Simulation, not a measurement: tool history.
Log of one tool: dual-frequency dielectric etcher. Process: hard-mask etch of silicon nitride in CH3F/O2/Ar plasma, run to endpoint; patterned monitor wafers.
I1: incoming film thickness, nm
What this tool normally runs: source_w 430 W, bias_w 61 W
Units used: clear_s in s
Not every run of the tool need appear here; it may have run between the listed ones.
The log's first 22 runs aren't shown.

{"run": 23, "day": 75.721, "source_w": 430, "bias_w": 61, "I1": 32.38, "clear_s": 52.8}
{"run": 24, "day": 77.233, "source_w": 430, "bias_w": 61, "I1": 32.68, "clear_s": 53}
{"day": 78.392, "done": "upper electrode replaced"}
{"day": 81.442, "done": "wet clean of the chamber"}
{"run": 25, "day": 81.462, "source_w": 470, "bias_w": 66, "I1": 32.67, "clear_s": 48.9}
{"run": 26, "day": 81.979, "source_w": 430, "bias_w": 61, "I1": 32.57, "clear_s": 53}
{"run": 27, "day": 83.6, "source_w": 350, "bias_w": 71, "I1": 32.55, "clear_s": 54.3}
{"run": 28, "day": 86.375, "source_w": 430, "bias_w": 61, "I1": 32.55, "clear_s": 52.7}
{"run": 29, "day": 90.604, "source_w": 430, "bias_w": 74, "I1": 32.66, "clear_s": 48.1}
{"run": 30, "day": 94.112, "source_w": 400, "bias_w": 56, "I1": 32.66, "clear_s": 57.8}
{"day": 96.471, "done": "bias power generator calibrated"}
{"run": 31, "day": 96.492, "source_w": 430, "bias_w": 61, "I1": 32.32, "clear_s": 52.8}
{"run": 32, "day": 99.329, "source_w": 490, "bias_w": 61, "I1": 32.51, "clear_s": 49.9}
{"run": 33, "day": 102.442, "source_w": 390, "bias_w": 76, "I1": 32.75, "clear_s": 50.3}
{"run": 34, "day": 106.929, "source_w": 480, "bias_w": 54, "I1": 32.83, "clear_s": 54.2}
{"day": 108.054, "done": "wet clean of the chamber"}
{"run": 35, "day": 111.079, "source_w": 430, "bias_w": 70, "I1": 33.12, "clear_s": 50.9}

Consider 4 possible next runs. They are alternatives, not a sequence: every one starts from the tool as it was left by run 35. What does each give?
{"run": "A", "day": 111.096, "source_w": 430, "bias_w": 61, "I1": 32.66, "clear_s": "?"}
{"run": "B", "day": 111.096, "source_w": 480, "bias_w": 61, "I1": 32.66, "clear_s": "?"}
{"run": "C", "day": 111.096, "source_w": 470, "bias_w": 68, "I1": 32.66, "clear_s": "?"}
{"run": "D", "day": 111.096, "source_w": 460, "bias_w": 67, "I1": 32.66, "clear_s": "?"}

run=A clear_s=53.4
run=B clear_s=50.6
run=C clear_s=48.3
run=D clear_s=49.2
With the hidden condition removed and each run's random variation left untouched, the same runs would have given:
run=A clear_s=52.2
run=B clear_s=49.5
run=C clear_s=47.3
run=D clear_s=48.1

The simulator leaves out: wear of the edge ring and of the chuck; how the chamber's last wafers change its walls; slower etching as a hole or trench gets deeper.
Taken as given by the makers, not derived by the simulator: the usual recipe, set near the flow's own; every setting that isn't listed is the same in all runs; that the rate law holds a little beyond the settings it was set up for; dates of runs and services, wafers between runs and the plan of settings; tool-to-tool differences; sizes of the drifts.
